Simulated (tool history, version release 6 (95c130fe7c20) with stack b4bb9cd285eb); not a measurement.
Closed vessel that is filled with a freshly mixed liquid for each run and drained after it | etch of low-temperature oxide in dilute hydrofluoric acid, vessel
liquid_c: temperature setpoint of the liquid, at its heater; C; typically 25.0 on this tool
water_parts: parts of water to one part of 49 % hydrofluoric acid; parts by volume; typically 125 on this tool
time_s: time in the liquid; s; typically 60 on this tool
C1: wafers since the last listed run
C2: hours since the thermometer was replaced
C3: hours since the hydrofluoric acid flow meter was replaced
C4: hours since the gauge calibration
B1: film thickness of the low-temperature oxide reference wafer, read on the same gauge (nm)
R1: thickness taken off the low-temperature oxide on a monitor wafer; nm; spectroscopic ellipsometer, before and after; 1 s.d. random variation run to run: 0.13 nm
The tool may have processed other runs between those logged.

run 1 hour=0.0 | liquid_c=25.0 water_parts=125 time_s=60 | C1=0 C2=1290.6 C3=1080.2 C4=2086.5 | B1=133.50 | R1=16.66
run 2 hour=93.6 | liquid_c=25.0 water_parts=125 time_s=60 | C1=6772 C2=1384.2 C3=1173.8 C4=2180.1 | B1=133.26 | R1=16.79
run 3 hour=133.6 | liquid_c=25.0 water_parts=125 time_s=60 | C1=2894 C2=1424.2 C3=1213.8 C4=2220.1 | B1=133.16 | R1=16.70
run 4 hour=219.8 | liquid_c=25.0 water_parts=125 time_s=60 | C1=6237 C2=1510.4 C3=1300.0 C4=2306.3 | B1=133.02 | R1=16.55
-- hour=418.4 thermometer replaced
run 5 hour=462.6 | liquid_c=25.0 water_parts=125 time_s=60 | C1=17496 C2=44.2 C3=1542.8 C4=2549.1 | B1=132.48 | R1=16.45
run 6 hour=535.5 | liquid_c=25.0 water_parts=125 time_s=60 | C1=5275 C2=117.1 C3=1615.7 C4=2622.0 | B1=132.30 | R1=16.76
run 7 hour=596.3 | liquid_c=25.0 water_parts=125 time_s=60 | C1=4399 C2=177.9 C3=1676.5 C4=2682.8 | B1=132.20 | R1=16.59
run 8 hour=670.6 | liquid_c=25.0 water_parts=125 time_s=60 | C1=5376 C2=252.2 C3=1750.8 C4=2757.1 | B1=132.03 | R1=16.34
run 9 hour=744.3 | liquid_c=25.0 water_parts=125 time_s=70 | C1=5332 C2=325.9 C3=1824.5 C4=2830.8 | B1=131.85 | R1=19.24
run 10 hour=830.3 | liquid_c=25.0 water_parts=125 time_s=70 | C1=6222 C2=411.9 C3=1910.5 C4=2916.8 | B1=131.68 | R1=19.14
run 11 hour=924.1 | liquid_c=25.0 water_parts=125 time_s=70 | C1=6787 C2=505.7 C3=2004.3 C4=3010.6 | B1=131.47 | R1=19.22
run 12 hour=995.7 | liquid_c=25.0 water_parts=125 time_s=60 | C1=5181 C2=577.3 C3=2075.9 C4=3082.2 | B1=131.32 | R1=16.53
run 13 hour=1049.4 | liquid_c=25.0 water_parts=85 time_s=75 | C1=3885 C2=631.0 C3=2129.6 C4=3135.9 | B1=131.21 | R1=31.59
-- hour=1058.3 hydrofluoric acid flow meter replaced
run 14 hour=1105.2 | liquid_c=25.0 water_parts=75 time_s=30 | C1=3965 C2=686.8 C3=46.9 C4=3191.7 | B1=131.06 | R1=14.76
run 15 hour=1201.9 | liquid_c=25.0 water_parts=125 time_s=60 | C1=6997 C2=783.5 C3=143.6 C4=3288.4 | B1=130.82 | R1=16.21
run 16 hour=1246.7 | liquid_c=25.0 water_parts=125 time_s=60 | C1=3241 C2=828.3 C3=188.4 C4=3333.2 | B1=130.74 | R1=16.51
run 17 hour=1377.4 | liquid_c=27.5 water_parts=170 time_s=60 | C1=9457 C2=959.0 C3=319.1 C4=3463.9 | B1=130.47 | R1=12.38
-- hour=1440.6 gauge calibrated
run 18 hour=1449.7 | liquid_c=25.0 water_parts=110 time_s=60 | C1=5231 C2=1031.3 C3=391.4 C4=9.1 | B1=140.28 | R1=20.36
run 19 hour=1529.5 | liquid_c=25.0 water_parts=125 time_s=60 | C1=5774 C2=1111.1 C3=471.2 C4=88.9 | B1=140.13 | R1=17.49
run 20 hour=1575.3 | liquid_c=25.0 water_parts=125 time_s=60 | C1=3314 C2=1156.9 C3=517.0 C4=134.7 | B1=140.01 | R1=17.52
run 21 hour=1675.7 | liquid_c=25.0 water_parts=175 time_s=85 | C1=7264 C2=1257.3 C3=617.4 C4=235.1 | B1=139.82 | R1=16.70
run 22 hour=1865.7 | liquid_c=22.5 water_parts=150 time_s=30 | C1=13748 C2=1447.3 C3=807.4 C4=425.1 | B1=139.34 | R1=6.41
run 23 hour=1929.8 | liquid_c=21.0 water_parts=125 time_s=70 | C1=4638 C2=1511.4 C3=871.5 C4=489.2 | B1=139.25 | R1=17.25
run 24 hour=2128.9 | liquid_c=23.0 water_parts=85 time_s=90 | C1=14406 C2=1710.5 C3=1070.6 C4=688.3 | B1=138.80 | R1=37.09
run 25 hour=2181.9 | liquid_c=25.0 water_parts=125 time_s=60 | C1=3835 C2=1763.5 C3=1123.6 C4=741.3 | B1=138.71 | R1=17.27
run 26 hour=2288.9 | liquid_c=25.0 water_parts=125 time_s=90 | C1=7742 C2=1870.5 C3=1230.6 C4=848.3 | B1=138.45 | R1=26.18
run 27 hour=2372.2 | liquid_c=25.0 water_parts=125 time_s=70 | C1=6027 C2=1953.8 C3=1313.9 C4=931.6 | B1=138.27 | R1=20.11
run 28 hour=2440.4 | liquid_c=25.0 water_parts=125 time_s=60 | C1=4934 C2=2022.0 C3=1382.1 C4=999.8 | B1=138.12 | R1=17.30
-- hour=2457.9 thermometer replaced
run 29 hour=2523.3 | liquid_c=22.5 water_parts=70 time_s=45 | C1=5926 C2=65.4 C3=1465.0 C4=1082.7 | B1=137.89 | R1=22.51
run 30 hour=2572.8 | liquid_c=25.0 water_parts=85 time_s=35 | C1=3581 C2=114.9 C3=1514.5 C4=1132.2 | B1=137.86 | R1=15.55
run 31 hour=2668.8 | liquid_c=23.0 water_parts=155 time_s=80 | C1=6946 C2=210.9 C3=1610.5 C4=1228.2 | B1=137.60 | R1=16.47

5 options for the next run, each taken on its own from the tool as it stands now. Forecast them:
run A hour=2669.5 | liquid_c=25.0 water_parts=125 time_s=60 | C1=50 C2=211.6 C3=1611.2 C4=1228.9 | B1=? | R1=?
run B hour=2669.5 | liquid_c=28.0 water_parts=105 time_s=75 | C1=50 C2=211.6 C3=1611.2 C4=1228.9 | B1=? | R1=?
run C hour=2669.5 | liquid_c=25.0 water_parts=165 time_s=35 | C1=50 C2=211.6 C3=1611.2 C4=1228.9 | B1=? | R1=?
run D hour=2669.5 | liquid_c=21.5 water_parts=165 time_s=85 | C1=50 C2=211.6 C3=1611.2 C4=1228.9 | B1=? | R1=?
run E hour=2669.5 | liquid_c=25.0 water_parts=95 time_s=75 | C1=50 C2=211.6 C3=1611.2 C4=1228.9 | B1=? | R1=?

run=A B1=137.60 R1=17.14
run=B B1=137.60 R1=29.34
run=C B1=137.60 R1=7.23
run=D B1=137.60 R1=15.35
run=E B1=137.60 R1=29.26
Without the tool's unlogged condition, the same runs would have read:
run=A R1=17.44
run=B R1=29.86
run=C R1=7.35
run=D R1=15.62
run=E R1=29.76

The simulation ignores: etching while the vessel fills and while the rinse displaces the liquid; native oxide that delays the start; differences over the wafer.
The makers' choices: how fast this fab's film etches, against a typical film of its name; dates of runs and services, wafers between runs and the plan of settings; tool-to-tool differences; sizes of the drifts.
